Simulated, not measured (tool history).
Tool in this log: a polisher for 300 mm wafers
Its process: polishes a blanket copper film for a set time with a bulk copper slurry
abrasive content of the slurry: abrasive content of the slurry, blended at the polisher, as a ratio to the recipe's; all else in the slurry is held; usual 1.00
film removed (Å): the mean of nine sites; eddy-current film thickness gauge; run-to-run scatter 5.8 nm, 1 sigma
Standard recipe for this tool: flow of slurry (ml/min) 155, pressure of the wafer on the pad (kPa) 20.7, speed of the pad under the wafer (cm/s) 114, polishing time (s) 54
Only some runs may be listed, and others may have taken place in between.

| run | hour | flow of slurry (ml/min) | pressure of the wafer on the pad (kPa) | speed of the pad under the wafer (cm/s) | abrasive content of the slurry | polishing time (s) | wafers since the last listed run | wafers polished on this pad | hours since the slurry nozzle was cleaned | hours since the head pressure was calibrated | hours since the slurry blender was calibrated | incoming thickness of the incoming film, nm | film removed (Å) |
|---|---|---|---|---|---|---|---|---|---|---|---|---|---|
| 1 | 0.0 | 155 | 20.7 | 114 | 1.00 | 54 | 0 | 1546 | 411.8 | 285.7 | 141.8 | 1811.8 | 6353 |
| 2 | 36.8 | 155 | 20.7 | 114 | 1.00 | 54 | 456 | 2002 | 448.6 | 322.5 | 178.6 | 1819.3 | 6208 |
|  | 90.1 | slurry nozzle cleaned |
| 3 | 97.0 | 155 | 20.7 | 114 | 1.00 | 54 | 734 | 2736 | 6.9 | 382.7 | 238.8 | 1799.8 | 6479 |
| 4 | 144.5 | 155 | 20.7 | 114 | 1.00 | 54 | 589 | 3325 | 54.4 | 430.2 | 286.3 | 1805.5 | 6494 |
| 5 | 177.3 | 155 | 20.7 | 114 | 1.00 | 54 | 406 | 3732 | 87.2 | 463.0 | 319.1 | 1790.3 | 6503 |
| 6 | 234.6 | 155 | 20.7 | 114 | 1.00 | 54 | 710 | 4442 | 144.5 | 520.3 | 376.4 | 1817.9 | 6388 |
| 7 | 275.1 | 155 | 13.8 | 114 | 0.70 | 54 | 502 | 4945 | 185.0 | 560.8 | 416.9 | 1795.7 | 3663 |
|  | 282.8 | worn pad replaced by a new one |
|  | 289.4 | slurry blender recalibrated |
| 8 | 311.7 | 155 | 20.7 | 114 | 1.00 | 42 | 379 | 333 | 221.6 | 597.4 | 22.3 | 1814.3 | 5136 |
| 9 | 346.9 | 155 | 20.7 | 114 | 1.00 | 60 | 436 | 769 | 256.8 | 632.6 | 57.5 | 1801.4 | 7291 |
| 10 | 384.2 | 155 | 20.7 | 114 | 1.00 | 54 | 462 | 1232 | 294.1 | 669.9 | 94.8 | 1810.5 | 6495 |
| 11 | 440.1 | 155 | 20.7 | 114 | 1.00 | 54 | 693 | 1925 | 350.0 | 725.8 | 150.7 | 1803.6 | 6397 |
| 12 | 494.6 | 155 | 20.7 | 114 | 1.00 | 38 | 675 | 2601 | 404.5 | 780.3 | 205.2 | 1799.3 | 4442 |
| 13 | 548.1 | 155 | 17.9 | 140 | 1.30 | 45 | 663 | 3264 | 458.0 | 833.8 | 258.7 | 1810.2 | 5657 |
| 14 | 589.9 | 155 | 20.7 | 78 | 1.30 | 54 | 518 | 3783 | 499.8 | 875.6 | 300.5 | 1831.3 | 5327 |
|  | 612.3 | head pressure recalibrated |
|  | 632.2 | slurry nozzle cleaned |
| 15 | 633.5 | 155 | 20.7 | 114 | 1.00 | 54 | 503 | 4286 | 1.3 | 21.2 | 344.1 | 1838.2 | 6355 |
| 16 | 672.5 | 155 | 20.7 | 114 | 1.00 | 54 | 483 | 4770 | 40.3 | 60.2 | 383.1 | 1820.7 | 6325 |
| 17 | 724.4 | 200 | 20.7 | 114 | 0.85 | 54 | 643 | 5413 | 92.2 | 112.1 | 435.0 | 1771.9 | 6085 |
| 18 | 770.9 | 155 | 24.1 | 94 | 1.10 | 36 | 576 | 5990 | 138.7 | 158.6 | 481.5 | 1828.3 | 4499 |
|  | 774.9 | slurry blender recalibrated |
|  | 798.5 | worn pad replaced by a new one |
| 19 | 842.6 | 110 | 16.5 | 114 | 1.00 | 54 | 814 | 547 | 210.4 | 230.3 | 67.7 | 1802.4 | 4926 |
| 20 | 875.9 | 120 | 14.5 | 114 | 1.00 | 72 | 412 | 960 | 243.7 | 263.6 | 101.0 | 1818.3 | 5908 |
| 21 | 905.6 | 155 | 18.6 | 88 | 0.75 | 39 | 368 | 1328 | 273.4 | 293.3 | 130.7 | 1803.9 | 3212 |
| 22 | 960.8 | 155 | 20.7 | 114 | 1.30 | 54 | 684 | 2013 | 328.6 | 348.5 | 185.9 | 1814.3 | 7019 |
| 23 | 1002.6 | 155 | 26.9 | 114 | 1.25 | 54 | 518 | 2531 | 370.4 | 390.3 | 227.7 | 1817.2 | 8969 |
| 24 | 1064.2 | 155 | 20.7 | 114 | 1.10 | 54 | 763 | 3295 | 432.0 | 451.9 | 289.3 | 1831.9 | 6518 |
|  | 1081.9 | slurry nozzle cleaned |
| 25 | 1115.3 | 155 | 17.9 | 104 | 1.00 | 54 | 621 | 3916 | 33.4 | 503.0 | 340.4 | 1831.1 | 5224 |
| 26 | 1161.4 | 115 | 20.7 | 96 | 1.15 | 54 | 571 | 4488 | 79.5 | 549.1 | 386.5 | 1820.9 | 5686 |
|  | 1186.0 | slurry blender recalibrated |
| 27 | 1214.9 | 115 | 22.8 | 94 | 1.00 | 54 | 638 | 5126 | 133.0 | 602.6 | 28.9 | 1812.6 | 5703 |
|  | 1232.0 | worn pad replaced by a new one |
| 28 | 1250.5 | 200 | 18.6 | 114 | 1.00 | 63 | 391 | 229 | 168.6 | 638.2 | 64.5 | 1802.6 | 7058 |
| 29 | 1315.2 | 100 | 24.8 | 136 | 1.00 | 45 | 802 | 1032 | 233.3 | 702.9 | 129.2 | 1813.2 | 6780 |
| 30 | 1359.3 | 155 | 20.7 | 114 | 1.00 | 54 | 546 | 1579 | 277.4 | 747.0 | 173.3 | 1837.5 | 6489 |

4 ways to go on from here, each from the tool as it stands after run 30. What would each give?
| A | 1359.7 | 155 | 20.7 | 114 | 1.00 | 54 | 4 | 1583 | 277.8 | 747.4 | 173.7 | 1833.1 | ? |
| B | 1359.7 | 120 | 20.7 | 134 | 0.85 | 40 | 4 | 1583 | 277.8 | 747.4 | 173.7 | 1833.1 | ? |
| C | 1359.7 | 195 | 20.7 | 114 | 1.25 | 54 | 4 | 1583 | 277.8 | 747.4 | 173.7 | 1833.1 | ? |
| D | 1359.7 | 105 | 20.7 | 114 | 0.80 | 54 | 4 | 1583 | 277.8 | 747.4 | 173.7 | 1833.1 | ? |

| run | film removed (Å) |
|---|---|
| A | 6541 |
| B | 4854 |
| C | 7301 |
| D | 5617 |
Stripped of hidden state, with their random variation kept, the same runs would have yielded:
| run | film removed (Å) |
|---|---|
| A | 6688 |
| B | 4980 |
| C | 7445 |
| D | 5774 |
